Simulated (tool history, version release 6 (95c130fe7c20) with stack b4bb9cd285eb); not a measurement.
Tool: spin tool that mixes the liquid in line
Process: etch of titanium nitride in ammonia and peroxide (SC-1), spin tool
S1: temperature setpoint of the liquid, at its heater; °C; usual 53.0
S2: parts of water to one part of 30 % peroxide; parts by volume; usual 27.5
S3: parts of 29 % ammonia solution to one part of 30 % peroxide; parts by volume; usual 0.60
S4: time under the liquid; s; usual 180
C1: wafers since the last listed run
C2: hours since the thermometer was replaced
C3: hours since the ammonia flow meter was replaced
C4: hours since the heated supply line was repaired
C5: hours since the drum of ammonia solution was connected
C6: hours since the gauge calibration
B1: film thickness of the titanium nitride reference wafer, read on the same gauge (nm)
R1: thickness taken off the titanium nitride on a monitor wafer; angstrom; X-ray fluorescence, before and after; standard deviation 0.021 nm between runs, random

run	hour	S1	S2	S3	S4	C1	C2	C3	C4	C5	C6	B1	R1
1	0.0	53.0	27.5	0.60	180	0	1627.4	1369.2	1604.1	589.0	578.9	50.00	57.8
# hour 9.3: ammonia flow meter replaced
2	19.1	53.0	27.5	0.60	180	88	1646.5	9.8	1623.2	608.1	598.0	49.99	59.0
# hour 23.9: heated supply line repaired
3	44.6	53.0	27.5	0.60	180	120	1672.0	35.3	20.7	633.6	623.5	50.02	58.8
4	65.4	61.0	27.5	0.60	180	102	1692.8	56.1	41.5	654.4	644.3	50.00	101.3
5	82.4	61.0	27.5	0.60	180	83	1709.8	73.1	58.5	671.4	661.3	49.99	101.4
6	108.8	61.0	27.5	0.60	180	129	1736.2	99.5	84.9	697.8	687.7	50.00	100.9
7	133.9	53.0	18.5	0.60	255	123	1761.3	124.6	110.0	722.9	712.8	49.97	104.2
# hour 158.9: thermometer replaced
8	168.4	53.0	16.0	0.60	145	164	9.5	159.1	144.5	757.4	747.3	49.99	64.2
9	197.8	50.0	15.0	0.60	115	144	38.9	188.5	173.9	786.8	776.7	50.01	42.9
10	225.6	53.0	33.0	0.60	130	136	66.7	216.3	201.7	814.6	804.5	49.99	38.1
11	265.1	53.0	22.5	0.60	180	194	106.2	255.8	241.2	854.1	844.0	50.01	65.1
12	290.6	56.5	27.5	0.45	180	125	131.7	281.3	266.7	879.6	869.5	50.04	70.7
13	304.5	53.0	27.5	0.60	180	68	145.6	295.2	280.6	893.5	883.4	49.98	58.8
14	319.6	53.0	27.5	0.60	180	74	160.7	310.3	295.7	908.6	898.5	50.02	58.5
# hour 331.3: new drum of ammonia solution connected
15	345.8	56.5	21.0	0.45	90	123	186.9	336.5	321.9	14.5	924.7	49.99	41.6
16	374.5	61.5	38.0	0.35	220	141	215.6	365.2	350.6	43.2	953.4	49.97	96.8
# hour 408.4: gauge calibrated
17	410.0	59.0	22.0	0.60	110	174	251.1	400.7	386.1	78.7	1.6	50.01	62.1
18	431.6	53.0	27.5	0.50	180	106	272.7	422.3	407.7	100.3	23.2	49.99	57.1
19	444.7	57.5	27.5	0.60	80	64	285.8	435.4	420.8	113.4	36.3	50.00	35.8
20	459.2	63.0	27.5	0.60	180	71	300.3	449.9	435.3	127.9	50.8	49.99	115.9
21	473.5	49.0	34.5	0.70	180	70	314.6	464.2	449.6	142.2	65.1	49.98	40.9
22	496.2	53.0	18.5	0.60	255	111	337.3	486.9	472.3	164.9	87.8	49.98	105.2
23	530.7	53.0	27.5	0.75	180	169	371.8	521.4	506.8	199.4	122.3	50.02	61.5
24	553.6	60.5	19.5	0.70	225	112	394.7	544.3	529.7	222.3	145.2	49.99	152.0
25	584.0	60.5	27.5	0.50	110	149	425.1	574.7	560.1	252.7	175.6	50.01	57.7

Selected run-to-run steps in R1, each split into two signed amounts: the part the tool would show with no hidden state at all (from settings, incoming material and random variation), and the remainder, which goes to the hidden state together with any gauge scatter not common to the measured and the hidden-state-free results:
The tool's hidden condition here consists of: liquid hotter than its thermometer reads (K); ammonia flow below the setpoint (%); temperature lost on the way to the wafer (K); ammonia solution weaker than its label (%); gauge reads high (%).
Run 1 -> 2: ammonia flow meter replaced. R1 +1.2 angstrom: hidden state +1.3, all else -0.1.
Run 23 -> 24: S1 53.0 -> 60.5, S2 27.5 -> 19.5, S3 0.75 -> 0.70, S4 180 -> 225. R1 +90.5 angstrom: hidden state -1.3, all else +91.8.
Run 24 -> 25: S2 19.5 -> 27.5, S3 0.70 -> 0.50, S4 225 -> 110. R1 -94.3 angstrom: hidden state +1.3, all else -95.6.
